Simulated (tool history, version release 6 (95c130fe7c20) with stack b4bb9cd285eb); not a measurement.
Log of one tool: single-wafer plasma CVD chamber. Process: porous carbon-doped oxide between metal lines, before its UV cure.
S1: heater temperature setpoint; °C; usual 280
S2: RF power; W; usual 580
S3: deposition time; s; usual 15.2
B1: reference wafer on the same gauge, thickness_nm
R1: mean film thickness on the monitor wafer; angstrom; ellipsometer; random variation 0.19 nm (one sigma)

run,hour,S1,S2,S3,B1,R1
1,0,280,580,15.2,105.276,859.64
2,8.5,280,580,15.2,105.148,853.26
# hour 11.5: gauge calibrated
3,16.5,280,580,15.2,105.316,854.86
4,30.2,280,580,15.2,105.218,856.43
5,43.6,280,580,15.2,105.205,854.37
6,50.7,280,580,15.2,105.137,852.12
7,59.3,280,580,15.2,105.129,853.61
# hour 70.3: showerhead replaced
8,75.2,280,580,15.2,105.214,852.27
# hour 93.4: thermocouple changed; heater temperature recalibrated
9,93.9,280,495,14.3,105.209,697.96
10,100.4,269,580,15.2,105.182,905.4
11,112.6,293,680,17.8,105.145,1044.56
# hour 115.8: gauge calibrated
# hour 131.3: RF generator calibrated
12,131.8,280,580,15.2,105.217,910.3

Forecast run 13:
13,139.4,280,635,15.2,?,?

{"run 13": {"B1": 105.199, "R1": 978.13}}
Without the tool's hidden state the same run would have given R1 986.01 angstrom.
